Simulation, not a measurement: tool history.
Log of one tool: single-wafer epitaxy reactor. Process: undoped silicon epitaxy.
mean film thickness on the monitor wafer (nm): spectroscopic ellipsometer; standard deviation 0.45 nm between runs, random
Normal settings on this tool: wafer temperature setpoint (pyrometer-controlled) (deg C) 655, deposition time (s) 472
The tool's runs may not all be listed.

run	hour	wafer temperature setpoint (pyrometer-controlled) (deg C)	deposition time (s)	wafers since the last listed run	hours since the last pyrometer calibration	hours since the gauge calibration	read-back reference wafer on the same gauge, thickness_nm	mean film thickness on the monitor wafer (nm)
1	0.0	655	502	0	761.3	349.5	105.488	98.286
2	63.7	655	502	246	825.0	413.2	105.341	98.677
3	132.6	655	502	266	893.9	482.1	105.373	99.050
4	191.0	660	422	226	952.3	540.5	105.439	93.981
5	257.4	655	472	257	1018.7	606.9	105.385	93.785
6	296.1	655	472	149	1057.4	645.6	105.228	94.181
7	362.8	655	537	258	1124.1	712.3	105.252	108.824
# hour 391.4: gauge calibrated
8	434.3	662	566	276	1195.6	42.9	105.205	135.267
9	464.2	655	438	115	1225.5	72.8	105.304	89.605
10	488.5	663	531	94	1249.8	97.1	105.351	129.442
# hour 548.8: pyrometer calibrated
11	555.0	655	472	226	6.2	163.6	105.388	90.317
12	587.6	655	472	126	38.8	196.2	105.252	90.021
13	640.9	645	541	206	92.1	249.5	105.307	81.563
14	700.4	655	472	230	151.6	309.0	105.226	89.880
15	731.4	655	424	119	182.6	340.0	105.201	81.079

Alternative continuations, all from the tool just after run 15; predict every row:
A	731.9	655	472	1	183.1	340.5	?	?
B	731.9	665	393	1	183.1	340.5	?	?
C	731.9	649	437	1	183.1	340.5	?	?

run	read-back reference wafer on the same gauge, thickness_nm	mean film thickness on the monitor wafer (nm)
A	105.344	90.280
B	105.344	93.749
C	105.344	73.037
The same runs, with their run-to-run variation unchanged, on a tool lacking any hidden condition would have given:
run	mean film thickness on the monitor wafer (nm)
A	90.120
B	93.587
C	72.906

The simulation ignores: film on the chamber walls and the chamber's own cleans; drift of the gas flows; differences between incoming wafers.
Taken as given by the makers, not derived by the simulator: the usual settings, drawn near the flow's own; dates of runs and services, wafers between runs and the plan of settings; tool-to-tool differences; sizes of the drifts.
